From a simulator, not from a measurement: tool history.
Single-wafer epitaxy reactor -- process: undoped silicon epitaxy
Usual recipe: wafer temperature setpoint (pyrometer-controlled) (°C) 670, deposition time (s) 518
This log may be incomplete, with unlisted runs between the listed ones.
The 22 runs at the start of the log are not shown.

run	hour	wafer temperature setpoint (pyrometer-controlled) (°C)	deposition time (s)	read-back reference wafer on the same gauge, thickness_nm	mean film thickness on the monitor wafer (Å)
23	553.1	656	465	124.343	849.59
24	567.6	684	490	124.313	1566.43
25	580.9	661	599	124.173	1207.56
26	606.9	670	518	124.115	1253.51
# hour 640.9: pyrometer calibrated
27	641.4	679	433	124.118	1255.51
28	675.4	664	421	124.013	903.67
29	704.8	676	483	123.861	1320.01
30	721.6	662	470	123.886	968.23
31	737.6	676	419	123.886	1145.20
32	756.7	656	518	123.704	942.00
33	779.1	674	481	123.727	1260.20
34	791.8	664	486	123.673	1040.30
35	805.7	680	469	123.701	1388.95
36	839.9	670	483	123.748	1168.33
37	853.3	670	518	123.678	1256.11

5 ways to go on from here, each from the tool as it stands after run 37. What would each give?
A	853.8	670	486	?	?
B	853.8	670	569	?	?
C	853.8	663	612	?	?
D	853.8	685	472	?	?
E	853.8	674	518	?	?

run	read-back reference wafer on the same gauge, thickness_nm	mean film thickness on the monitor wafer (Å)
A	123.627	1177.16
B	123.627	1378.20
C	123.627	1284.90
D	123.627	1542.44
E	123.627	1360.21
With the hidden condition removed and each run's random variation left untouched, the same runs would have given:
run	mean film thickness on the monitor wafer (Å)
A	1199.38
B	1404.21
C	1309.15
D	1571.56
E	1385.88
